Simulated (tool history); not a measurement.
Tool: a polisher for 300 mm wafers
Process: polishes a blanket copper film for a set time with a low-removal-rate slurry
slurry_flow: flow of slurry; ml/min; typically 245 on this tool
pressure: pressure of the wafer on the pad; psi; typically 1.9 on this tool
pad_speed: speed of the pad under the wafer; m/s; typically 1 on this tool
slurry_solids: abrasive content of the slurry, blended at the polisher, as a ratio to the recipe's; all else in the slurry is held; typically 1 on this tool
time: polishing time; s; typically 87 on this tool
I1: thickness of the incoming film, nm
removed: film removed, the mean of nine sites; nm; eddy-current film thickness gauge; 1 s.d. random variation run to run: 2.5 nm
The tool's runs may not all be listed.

run 1 hour=0 | slurry_flow=290 pressure=1.9 pad_speed=1 slurry_solids=1 time=87 | I1=1009 | removed=172.6
run 2 hour=106.5 | slurry_flow=290 pressure=1.9 pad_speed=1 slurry_solids=1 time=87 | I1=1012.3 | removed=166.4
run 3 hour=196.3 | slurry_flow=245 pressure=1.9 pad_speed=1 slurry_solids=1 time=87 | I1=1003.1 | removed=169.1
-- hour=269.3 worn pad replaced by a new one
run 4 hour=293.8 | slurry_flow=245 pressure=1.9 pad_speed=1 slurry_solids=1 time=87 | I1=999.3 | removed=164.3
-- hour=466.9 slurry blender recalibrated
run 5 hour=524 | slurry_flow=245 pressure=1.9 pad_speed=1 slurry_solids=1 time=87 | I1=994.8 | removed=171.6
run 6 hour=571.1 | slurry_flow=245 pressure=1.9 pad_speed=1 slurry_solids=1 time=87 | I1=978.1 | removed=167.6
run 7 hour=628.8 | slurry_flow=245 pressure=1.9 pad_speed=1 slurry_solids=1 time=87 | I1=987.4 | removed=166.7
-- hour=671.9 head pressure recalibrated
run 8 hour=681.4 | slurry_flow=245 pressure=1.6 pad_speed=1 slurry_solids=1 time=87 | I1=993.1 | removed=136.4
-- hour=760.6 slurry nozzle cleaned
run 9 hour=766 | slurry_flow=245 pressure=1.6 pad_speed=1 slurry_solids=1 time=87 | I1=997.8 | removed=132.1
-- hour=780.5 worn pad replaced by a new one
run 10 hour=804.5 | slurry_flow=245 pressure=1.6 pad_speed=1 slurry_solids=1 time=87 | I1=1016.4 | removed=134.1
run 11 hour=880 | slurry_flow=245 pressure=1.9 pad_speed=0.84 slurry_solids=1 time=87 | I1=996.2 | removed=141.7
run 12 hour=935.9 | slurry_flow=245 pressure=1.9 pad_speed=0.84 slurry_solids=1 time=87 | I1=1002.4 | removed=141.1
-- hour=1032.1 slurry blender recalibrated
run 13 hour=1040.3 | slurry_flow=245 pressure=1.9 pad_speed=0.84 slurry_solids=1 time=87 | I1=999.6 | removed=139.5
run 14 hour=1140.6 | slurry_flow=245 pressure=1.9 pad_speed=1 slurry_solids=1 time=87 | I1=1003.3 | removed=161.3
-- hour=1217.3 slurry nozzle cleaned, repeated, since the last time left the tool worse
run 15 hour=1246.9 | slurry_flow=245 pressure=2.5 pad_speed=1 slurry_solids=1.25 time=62 | I1=1001.1 | removed=163.6
run 16 hour=1297.8 | slurry_flow=320 pressure=1.9 pad_speed=1 slurry_solids=1 time=87 | I1=1012.8 | removed=176.9
-- hour=1323.8 worn pad replaced by a new one
run 17 hour=1345.2 | slurry_flow=180 pressure=1.6 pad_speed=1 slurry_solids=1 time=87 | I1=1005 | removed=137.8
run 18 hour=1440.2 | slurry_flow=320 pressure=2.3 pad_speed=1 slurry_solids=1.15 time=87 | I1=999.7 | removed=212.4
run 19 hour=1539.3 | slurry_flow=270 pressure=2.5 pad_speed=1 slurry_solids=0.85 time=106 | I1=1006.4 | removed=264.1
-- hour=1584.5 slurry blender recalibrated
run 20 hour=1606.5 | slurry_flow=245 pressure=1.9 pad_speed=0.86 slurry_solids=1 time=75 | I1=978.9 | removed=133.9
run 21 hour=1705.3 | slurry_flow=190 pressure=1.9 pad_speed=1 slurry_solids=1 time=73 | I1=992.7 | removed=135.7
run 22 hour=1745.4 | slurry_flow=245 pressure=1.4 pad_speed=1 slurry_solids=1 time=87 | I1=1006.7 | removed=126.8
-- hour=1800.8 worn pad replaced by a new one
run 23 hour=1843.4 | slurry_flow=300 pressure=1.9 pad_speed=1.28 slurry_solids=0.8 time=87 | I1=996.7 | removed=195.1
run 24 hour=1934.2 | slurry_flow=245 pressure=1.9 pad_speed=0.84 slurry_solids=1 time=87 | I1=1010.1 | removed=147.1
run 25 hour=1976.8 | slurry_flow=245 pressure=1.9 pad_speed=1 slurry_solids=1.3 time=87 | I1=1004.1 | removed=177.3
run 26 hour=2037.9 | slurry_flow=180 pressure=1.9 pad_speed=1 slurry_solids=1 time=87 | I1=990.4 | removed=155.9
-- hour=2112.5 head pressure recalibrated
run 27 hour=2121.3 | slurry_flow=285 pressure=2.4 pad_speed=0.72 slurry_solids=1.1 time=87 | I1=1010.1 | removed=175
-- hour=2129.1 slurry blender recalibrated
-- hour=2203.9 slurry nozzle cleaned
-- hour=2306.3 worn pad replaced by a new one
run 28 hour=2378.8 | slurry_flow=245 pressure=1.7 pad_speed=0.84 slurry_solids=0.8 time=101 | I1=987.1 | removed=146.8
run 29 hour=2439.8 | slurry_flow=245 pressure=1.9 pad_speed=1 slurry_solids=1 time=87 | I1=1001.7 | removed=171.3

Consider 5 possible next runs. They are alternatives, not a sequence: every one starts from the tool as it was left by run 29. What does each give?
run A hour=2440.3 | slurry_flow=245 pressure=1.9 pad_speed=1 slurry_solids=1 time=87 | I1=1016.8 | removed=?
run B hour=2440.3 | slurry_flow=170 pressure=1.2 pad_speed=1.34 slurry_solids=1 time=100 | I1=1016.8 | removed=?
run C hour=2440.3 | slurry_flow=245 pressure=2.1 pad_speed=1 slurry_solids=1 time=87 | I1=1016.8 | removed=?
run D hour=2440.3 | slurry_flow=245 pressure=1.9 pad_speed=1 slurry_solids=0.75 time=99 | I1=1016.8 | removed=?
run E hour=2440.3 | slurry_flow=320 pressure=2.2 pad_speed=1 slurry_solids=1 time=97 | I1=1016.8 | removed=?

run=A removed=165.2
run=B removed=142.6
run=C removed=182.6
run=D removed=178.9
run=E removed=218.7
With no hidden state in the tool, these same runs would have given:
run=A removed=166.3
run=B removed=143.9
run=C removed=183.8
run=D removed=180.2
run=E removed=219.9
